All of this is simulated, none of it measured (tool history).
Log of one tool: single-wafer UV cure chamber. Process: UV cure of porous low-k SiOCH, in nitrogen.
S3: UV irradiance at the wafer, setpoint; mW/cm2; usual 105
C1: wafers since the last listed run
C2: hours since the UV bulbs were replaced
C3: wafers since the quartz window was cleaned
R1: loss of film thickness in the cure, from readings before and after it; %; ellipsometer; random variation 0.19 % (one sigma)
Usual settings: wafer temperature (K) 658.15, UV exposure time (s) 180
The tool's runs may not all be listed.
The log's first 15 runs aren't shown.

{"run": 16, "hour": 843.7, "wafer temperature (K)": 658.15, "UV exposure time (s)": 180, "S3": 105, "C1": 455, "C2": 1037.8, "C3": 3601, "R1": 12.122}
{"run": 17, "hour": 904.9, "wafer temperature (K)": 651.15, "UV exposure time (s)": 180, "S3": 105, "C1": 410, "C2": 1099.0, "C3": 4012, "R1": 12.389}
{"hour": 923.5, "done": "quartz window cleaned"}
{"run": 18, "hour": 930.2, "wafer temperature (K)": 658.15, "UV exposure time (s)": 180, "S3": 105, "C1": 116, "C2": 1124.3, "C3": 44, "R1": 11.518}
{"run": 19, "hour": 960.7, "wafer temperature (K)": 658.15, "UV exposure time (s)": 180, "S3": 105, "C1": 204, "C2": 1154.8, "C3": 249, "R1": 11.511}
{"run": 20, "hour": 1009.9, "wafer temperature (K)": 639.15, "UV exposure time (s)": 180, "S3": 105, "C1": 329, "C2": 1204.0, "C3": 579, "R1": 11.426}
{"run": 21, "hour": 1043.0, "wafer temperature (K)": 674.15, "UV exposure time (s)": 210, "S3": 125, "C1": 221, "C2": 1237.1, "C3": 801, "R1": 13.291}
{"run": 22, "hour": 1083.4, "wafer temperature (K)": 677.15, "UV exposure time (s)": 180, "S3": 139, "C1": 270, "C2": 1277.5, "C3": 1072, "R1": 13.028}
{"run": 23, "hour": 1130.5, "wafer temperature (K)": 658.15, "UV exposure time (s)": 180, "S3": 105, "C1": 315, "C2": 1324.6, "C3": 1388, "R1": 11.034}
{"run": 24, "hour": 1154.7, "wafer temperature (K)": 642.15, "UV exposure time (s)": 180, "S3": 105, "C1": 162, "C2": 1348.8, "C3": 1550, "R1": 10.756}
{"hour": 1195.9, "done": "quartz window cleaned, repeated, since the last time left the tool worse"}
{"run": 25, "hour": 1310.8, "wafer temperature (K)": 646.15, "UV exposure time (s)": 180, "S3": 105, "C1": 993, "C2": 1504.9, "C3": 770, "R1": 12.006}
{"run": 26, "hour": 1340.5, "wafer temperature (K)": 663.15, "UV exposure time (s)": 140, "S3": 76, "C1": 199, "C2": 1534.6, "C3": 969, "R1": 9.714}
{"run": 27, "hour": 1391.6, "wafer temperature (K)": 658.15, "UV exposure time (s)": 180, "S3": 105, "C1": 342, "C2": 1585.7, "C3": 1312, "R1": 12.151}
{"run": 28, "hour": 1444.6, "wafer temperature (K)": 658.15, "UV exposure time (s)": 115, "S3": 105, "C1": 355, "C2": 1638.7, "C3": 1667, "R1": 10.187}
{"hour": 1480.0, "done": "UV bulbs replaced"}
{"run": 29, "hour": 1483.5, "wafer temperature (K)": 658.15, "UV exposure time (s)": 285, "S3": 105, "C1": 207, "C2": 3.5, "C3": 1875, "R1": 14.552}
{"run": 30, "hour": 1529.6, "wafer temperature (K)": 658.15, "UV exposure time (s)": 180, "S3": 105, "C1": 309, "C2": 49.6, "C3": 2184, "R1": 12.309}
{"run": 31, "hour": 1600.0, "wafer temperature (K)": 671.15, "UV exposure time (s)": 235, "S3": 115, "C1": 472, "C2": 120.0, "C3": 2656, "R1": 14.074}
{"run": 32, "hour": 1632.7, "wafer temperature (K)": 658.15, "UV exposure time (s)": 180, "S3": 105, "C1": 219, "C2": 152.7, "C3": 2875, "R1": 12.318}
{"hour": 1760.6, "done": "quartz window cleaned"}
{"run": 33, "hour": 1835.9, "wafer temperature (K)": 675.15, "UV exposure time (s)": 250, "S3": 105, "C1": 1309, "C2": 355.9, "C3": 505, "R1": 13.957}
{"run": 34, "hour": 1860.2, "wafer temperature (K)": 648.15, "UV exposure time (s)": 125, "S3": 132, "C1": 162, "C2": 380.2, "C3": 668, "R1": 11.127}
{"run": 35, "hour": 1910.7, "wafer temperature (K)": 640.15, "UV exposure time (s)": 180, "S3": 118, "C1": 338, "C2": 430.7, "C3": 1006, "R1": 12.494}
{"run": 36, "hour": 2022.7, "wafer temperature (K)": 643.15, "UV exposure time (s)": 180, "S3": 124, "C1": 751, "C2": 542.7, "C3": 1758, "R1": 12.61}
{"run": 37, "hour": 2071.3, "wafer temperature (K)": 658.15, "UV exposure time (s)": 180, "S3": 77, "C1": 325, "C2": 591.3, "C3": 2083, "R1": 10.561}
{"run": 38, "hour": 2110.2, "wafer temperature (K)": 658.15, "UV exposure time (s)": 180, "S3": 105, "C1": 260, "C2": 630.2, "C3": 2344, "R1": 11.957}

3 ways to go on from here, each from the tool as it stands after run 38. What would each give?
{"run": "A", "hour": 2110.7, "wafer temperature (K)": 658.15, "UV exposure time (s)": 135, "S3": 105, "C1": 3, "C2": 630.7, "C3": 2348, "R1": "?"}
{"run": "B", "hour": 2110.7, "wafer temperature (K)": 641.15, "UV exposure time (s)": 180, "S3": 105, "C1": 3, "C2": 630.7, "C3": 2348, "R1": "?"}
{"run": "C", "hour": 2110.7, "wafer temperature (K)": 646.15, "UV exposure time (s)": 180, "S3": 83, "C1": 3, "C2": 630.7, "C3": 2348, "R1": "?"}

run=A R1=10.544
run=B R1=11.633
run=C R1=10.561
Without the tool's hidden state the same runs would have given:
run=A R1=11.162
run=B R1=12.261
run=C R1=11.179

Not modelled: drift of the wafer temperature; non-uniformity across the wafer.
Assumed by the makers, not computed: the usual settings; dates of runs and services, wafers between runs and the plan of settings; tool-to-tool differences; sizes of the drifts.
